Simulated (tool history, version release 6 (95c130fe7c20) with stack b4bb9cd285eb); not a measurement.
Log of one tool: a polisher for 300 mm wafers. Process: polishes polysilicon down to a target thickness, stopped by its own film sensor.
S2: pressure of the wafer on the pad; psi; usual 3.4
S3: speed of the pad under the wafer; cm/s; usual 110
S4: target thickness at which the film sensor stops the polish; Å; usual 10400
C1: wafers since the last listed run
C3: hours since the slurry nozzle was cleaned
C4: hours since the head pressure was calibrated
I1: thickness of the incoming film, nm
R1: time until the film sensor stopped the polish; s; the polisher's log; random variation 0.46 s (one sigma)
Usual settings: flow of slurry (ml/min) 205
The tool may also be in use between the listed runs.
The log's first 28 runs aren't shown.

run 29 hour=2520.5 | flow_of_slurry_(ml/min)=205 S2=3.4 S3=110 S4=10400 | C1=1105 wafers_polished_on_this_pad=7928 C3=170.3 C4=582.9 | I1=1776.3 | R1=57.4
run 30 hour=2612.8 | flow_of_slurry_(ml/min)=205 S2=3.4 S3=110 S4=12280 | C1=1224 wafers_polished_on_this_pad=9152 C3=262.6 C4=675.2 | I1=1770 | R1=42.4
run 31 hour=2673.7 | flow_of_slurry_(ml/min)=205 S2=3.4 S3=84 S4=8350 | C1=807 wafers_polished_on_this_pad=9960 C3=323.5 C4=736.1 | I1=1741.8 | R1=81.8
-- hour=2704.7 worn pad replaced by a new one
run 32 hour=2771.7 | flow_of_slurry_(ml/min)=175 S2=3.4 S3=98 S4=11970 | C1=1246 wafers_polished_on_this_pad=889 C3=421.5 C4=834.1 | I1=1747.3 | R1=46.3
-- hour=2789.9 head pressure recalibrated
run 33 hour=2831.9 | flow_of_slurry_(ml/min)=205 S2=3.4 S3=88 S4=7930 | C1=772 wafers_polished_on_this_pad=1661 C3=481.7 C4=42 | I1=1785 | R1=89.1
run 34 hour=2933.3 | flow_of_slurry_(ml/min)=205 S2=3.4 S3=110 S4=10400 | C1=1345 wafers_polished_on_this_pad=3006 C3=583.1 C4=143.4 | I1=1802.6 | R1=59.2
run 35 hour=3002.5 | flow_of_slurry_(ml/min)=205 S2=3.4 S3=110 S4=10400 | C1=917 wafers_polished_on_this_pad=3924 C3=652.3 C4=212.6 | I1=1785.3 | R1=58
run 36 hour=3054.5 | flow_of_slurry_(ml/min)=205 S2=3.4 S3=110 S4=10400 | C1=689 wafers_polished_on_this_pad=4614 C3=704.3 C4=264.6 | I1=1765.9 | R1=55.6
run 37 hour=3162.4 | flow_of_slurry_(ml/min)=205 S2=3.4 S3=120 S4=10400 | C1=1431 wafers_polished_on_this_pad=6045 C3=812.2 C4=372.5 | I1=1756.1 | R1=52

4 ways to go on from here, each from the tool as it stands after run 37. What would each give?
run A hour=3162.8 | flow_of_slurry_(ml/min)=205 S2=3.4 S3=110 S4=11610 | C1=5 wafers_polished_on_this_pad=6051 C3=812.6 C4=372.9 | I1=1765.5 | R1=?
run B hour=3162.8 | flow_of_slurry_(ml/min)=205 S2=3.4 S3=110 S4=11280 | C1=5 wafers_polished_on_this_pad=6051 C3=812.6 C4=372.9 | I1=1765.5 | R1=?
run C hour=3162.8 | flow_of_slurry_(ml/min)=165 S2=3.1 S3=94 S4=10400 | C1=5 wafers_polished_on_this_pad=6051 C3=812.6 C4=372.9 | I1=1765.5 | R1=?
run D hour=3162.8 | flow_of_slurry_(ml/min)=205 S2=3.4 S3=126 S4=12300 | C1=5 wafers_polished_on_this_pad=6051 C3=812.6 C4=372.9 | I1=1765.5 | R1=?

run=A R1=47
run=B R1=49.6
run=C R1=70.2
run=D R1=38.1
Without the tool's hidden state the same runs would have given:
run=A R1=47
run=B R1=49.6
run=C R1=70.2
run=D R1=38.1

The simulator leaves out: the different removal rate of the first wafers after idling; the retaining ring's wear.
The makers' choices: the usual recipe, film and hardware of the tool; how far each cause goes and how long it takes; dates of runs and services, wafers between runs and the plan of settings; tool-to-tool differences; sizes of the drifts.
